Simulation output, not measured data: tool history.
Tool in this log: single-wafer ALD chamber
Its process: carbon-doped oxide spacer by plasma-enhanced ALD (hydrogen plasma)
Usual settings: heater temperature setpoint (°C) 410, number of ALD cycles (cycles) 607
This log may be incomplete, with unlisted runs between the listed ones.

| run | hour | heater temperature setpoint (°C) | number of ALD cycles (cycles) | wafers since the last listed run | hours since the last thermocouple change | hours since the gauge calibration | read-back reference wafer on the same gauge, thickness_nm | mean film thickness on the monitor wafer (angstrom) |
|---|---|---|---|---|---|---|---|---|
| 1 | 0.0 | 410 | 607 | 0 | 941.8 | 119.4 | 25.375 | 298.72 |
| 2 | 12.2 | 410 | 607 | 10 | 954.0 | 131.6 | 25.366 | 297.87 |
| 3 | 28.8 | 410 | 607 | 14 | 970.6 | 148.2 | 25.344 | 297.10 |
| 4 | 64.6 | 410 | 607 | 31 | 1006.4 | 184.0 | 25.313 | 297.01 |
|  | 84.6 | gauge calibrated |
| 5 | 99.2 | 410 | 607 | 30 | 1041.0 | 14.6 | 25.465 | 300.35 |
| 6 | 126.7 | 410 | 607 | 24 | 1068.5 | 42.1 | 25.446 | 301.11 |
| 7 | 142.3 | 410 | 607 | 13 | 1084.1 | 57.7 | 25.423 | 299.50 |
|  | 159.6 | thermocouple changed; heater temperature recalibrated |
| 8 | 174.2 | 410 | 557 | 21 | 14.6 | 89.6 | 25.400 | 274.29 |
| 9 | 192.8 | 422 | 725 | 16 | 33.2 | 108.2 | 25.367 | 343.59 |
| 10 | 296.2 | 410 | 607 | 92 | 136.6 | 211.6 | 25.279 | 295.84 |
|  | 313.3 | gauge calibrated |
| 11 | 328.9 | 410 | 688 | 29 | 169.3 | 15.6 | 25.508 | 339.65 |
| 12 | 342.3 | 397 | 677 | 11 | 182.7 | 29.0 | 25.508 | 345.33 |
| 13 | 373.6 | 418 | 491 | 27 | 214.0 | 60.3 | 25.470 | 235.72 |
| 14 | 413.9 | 395 | 528 | 35 | 254.3 | 100.6 | 25.430 | 268.63 |

Predict each of these 3 candidate next runs independently; none follows another, all start after run 14:
| A | 415.2 | 410 | 607 | 1 | 255.6 | 101.9 | ? | ? |
| B | 415.2 | 410 | 700 | 1 | 255.6 | 101.9 | ? | ? |
| C | 415.2 | 414 | 566 | 1 | 255.6 | 101.9 | ? | ? |

| run | read-back reference wafer on the same gauge, thickness_nm | mean film thickness on the monitor wafer (angstrom) |
|---|---|---|
| A | 25.430 | 299.75 |
| B | 25.430 | 345.67 |
| C | 25.430 | 276.01 |
With no hidden state in the tool, these same runs would have given:
| run | mean film thickness on the monitor wafer (angstrom) |
|---|---|
| A | 300.67 |
| B | 346.74 |
| C | 276.87 |
